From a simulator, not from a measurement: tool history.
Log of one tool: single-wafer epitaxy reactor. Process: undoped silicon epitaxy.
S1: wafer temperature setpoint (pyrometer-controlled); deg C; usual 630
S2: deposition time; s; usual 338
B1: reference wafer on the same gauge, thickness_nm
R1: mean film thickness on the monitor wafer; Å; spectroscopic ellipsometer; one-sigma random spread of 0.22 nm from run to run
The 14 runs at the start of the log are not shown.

run,day,S1,S2,B1,R1
15,51.867,630,309,40.742,348.81
16,54.079,630,309,40.686,351.68
17,57.400,630,309,40.667,349.98
# day 58.783: pyrometer calibrated
18,64.179,630,338,40.605,384.83
19,67.483,630,338,40.556,378.74
20,70.325,630,338,40.476,378.89
21,74.304,641,402,40.434,567.06
22,76.267,624,315,40.434,313.28
23,80.042,630,338,40.280,384.32
24,82.875,639,370,40.300,501.63
25,86.929,625,294,40.197,299.60

Run 26, settings as shown, results not yet in. Your forecast:
26,89.862,619,365,?,?

{"run 26": {"B1": 40.261, "R1": 324.64}}
With no hidden state in the tool, this same run would have given R1 332.74 Å.
